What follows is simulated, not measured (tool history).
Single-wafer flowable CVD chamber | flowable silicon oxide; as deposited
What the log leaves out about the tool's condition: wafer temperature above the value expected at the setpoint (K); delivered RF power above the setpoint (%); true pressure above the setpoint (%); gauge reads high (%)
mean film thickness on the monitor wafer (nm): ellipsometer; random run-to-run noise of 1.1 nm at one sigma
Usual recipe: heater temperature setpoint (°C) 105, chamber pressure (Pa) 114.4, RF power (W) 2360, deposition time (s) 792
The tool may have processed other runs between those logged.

run	hour	heater temperature setpoint (°C)	chamber pressure (Pa)	RF power (W)	deposition time (s)	wafers since the last listed run	hours since the last thermocouple change	hours since the last RF generator calibration	hours since the last manometer calibration	hours since the showerhead was replaced	hours since the gauge calibration	read-back reference wafer on the same gauge, thickness_nm	mean film thickness on the monitor wafer (nm)
1	0	105	114.4	2360	792	0	1558.8	1959.3	2395.9	3582.6	60	458.051	492.63
2	23.4	105	114.4	2360	792	73	1582.2	1982.7	2419.3	3606	83.4	458.183	494.175
3	36.1	105	114.4	2360	792	40	1594.9	1995.4	2432	3618.7	96.1	457.888	490.485
4	66.9	105	114.4	2360	792	97	1625.7	2026.2	2462.8	3649.5	126.9	458.026	493.274
5	90.9	105	114.4	2655	703	75	1649.7	2050.2	2486.8	3673.5	150.9	458.08	441.627
# hour 96.7: gauge calibrated
# hour 103.2: thermocouple changed; heater temperature recalibrated
# hour 104.6: RF generator calibrated
6	122.2	105	114.4	2360	792	69	19	17.6	2518.1	3704.8	25.5	458.148	492.678
7	136.7	105	114.4	2360	792	45	33.5	32.1	2532.6	3719.3	40	457.79	492.037
8	149	105	114.4	1930	792	38	45.8	44.4	2544.9	3731.6	52.3	458.044	480.343
9	183.7	105	114.4	2360	737	109	80.5	79.1	2579.6	3766.3	87	457.984	458.069
10	199.8	105	114.4	2360	792	50	96.6	95.2	2595.7	3782.4	103.1	458.052	491.865
# hour 231.2: showerhead replaced
11	232.3	100	114.4	2360	792	77	129.1	127.7	2628.2	1.1	135.6	458.131	569.95
# hour 245.2: capacitance manometer re-zeroed and calibrated
12	256.9	105	114.4	2360	694	52	153.7	152.3	11.7	25.7	160.2	457.948	399.048
# hour 257.2: gauge calibrated
13	272	105	114.4	2360	792	47	168.8	167.4	26.8	40.8	14.8	457.923	453.022
14	299.3	105	94.8	2360	709	86	196.1	194.7	54.1	68.1	42.1	457.951	340.319
15	319.4	105	114.4	2780	792	63	216.2	214.8	74.2	88.2	62.2	457.999	464.479

Across each entry between runs, compare the hidden state at the last listed run before it with the hidden state at the first listed run after it:
In the gap between runs 5 and 6: gauge calibrated (hour 96.7); thermocouple changed; heater temperature recalibrated (hour 103.2); RF generator calibrated (hour 104.6)
  true pressure above the setpoint (%): 8.78 -> 8.79
  difference, measured minus the result without the unlogged condition, mean film thickness on the monitor wafer (nm): +34.747 -> +38.824
In the gap between runs 10 and 11: showerhead replaced (hour 231.2)
  true pressure above the setpoint (%): 8.83 -> 8.84
  difference, measured minus the result without the unlogged condition, mean film thickness on the monitor wafer (nm): +38.898 -> +45.136
In the gap between runs 11 and 12: capacitance manometer re-zeroed and calibrated (hour 245.2)
  true pressure above the setpoint (%): 8.84 -> 0.174
  difference, measured minus the result without the unlogged condition, mean film thickness on the monitor wafer (nm): +45.136 -> +0.689
In the gap between runs 12 and 13: gauge calibrated (hour 257.2)
  true pressure above the setpoint (%): 0.174 -> 0.327
  difference, measured minus the result without the unlogged condition, mean film thickness on the monitor wafer (nm): +0.689 -> +1.469
